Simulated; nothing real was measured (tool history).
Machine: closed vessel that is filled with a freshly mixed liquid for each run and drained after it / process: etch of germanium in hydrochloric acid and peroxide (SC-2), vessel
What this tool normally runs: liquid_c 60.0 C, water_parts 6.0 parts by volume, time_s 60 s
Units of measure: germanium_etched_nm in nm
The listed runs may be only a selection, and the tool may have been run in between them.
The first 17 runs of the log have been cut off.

| run | day | liquid_c | water_parts | time_s | read-back film thickness of the germanium reference wafer, read on the same gauge (nm) | germanium_etched_nm |
|---|---|---|---|---|---|---|
| 18 | 64.050 | 60.0 | 6.0 | 60 | 140.05 | 169.44 |
| 19 | 67.850 | 57.0 | 6.0 | 60 | 139.99 | 155.58 |
| 20 | 71.692 | 60.0 | 6.0 | 60 | 139.99 | 170.50 |
| 21 | 76.046 | 60.0 | 6.0 | 60 | 139.96 | 169.89 |
|  | 76.450 | new drum of peroxide connected |
| 22 | 79.379 | 60.0 | 6.0 | 80 | 140.04 | 223.38 |
| 23 | 83.275 | 60.0 | 4.0 | 40 | 140.00 | 112.93 |
| 24 | 86.871 | 53.0 | 6.0 | 60 | 140.04 | 136.53 |
| 25 | 90.233 | 60.0 | 6.0 | 60 | 139.99 | 169.27 |
| 26 | 94.362 | 60.0 | 6.0 | 60 | 139.96 | 171.04 |
| 27 | 98.196 | 64.5 | 6.0 | 60 | 140.01 | 196.16 |
| 28 | 106.579 | 66.0 | 4.5 | 70 | 140.04 | 241.39 |
|  | 108.958 | thermometer replaced |
|  | 111.092 | new drum of peroxide connected |
| 29 | 118.412 | 65.0 | 5.0 | 30 | 139.98 | 97.31 |
| 30 | 121.162 | 65.5 | 5.0 | 40 | 140.02 | 131.38 |

Alternative continuations, all from the tool just after run 30; predict every row:
| A | 121.192 | 60.0 | 6.0 | 70 | ? | ? |
| B | 121.192 | 69.5 | 6.0 | 60 | ? | ? |
| C | 121.192 | 54.0 | 4.5 | 90 | ? | ? |

| run | read-back film thickness of the germanium reference wafer, read on the same gauge (nm) | germanium_etched_nm |
|---|---|---|
| A | 140.00 | 194.54 |
| B | 140.00 | 219.68 |
| C | 140.00 | 210.14 |
Without the tool's hidden state the same runs would have given:
| run | germanium_etched_nm |
|---|---|
| A | 192.28 |
| B | 217.28 |
| C | 207.58 |
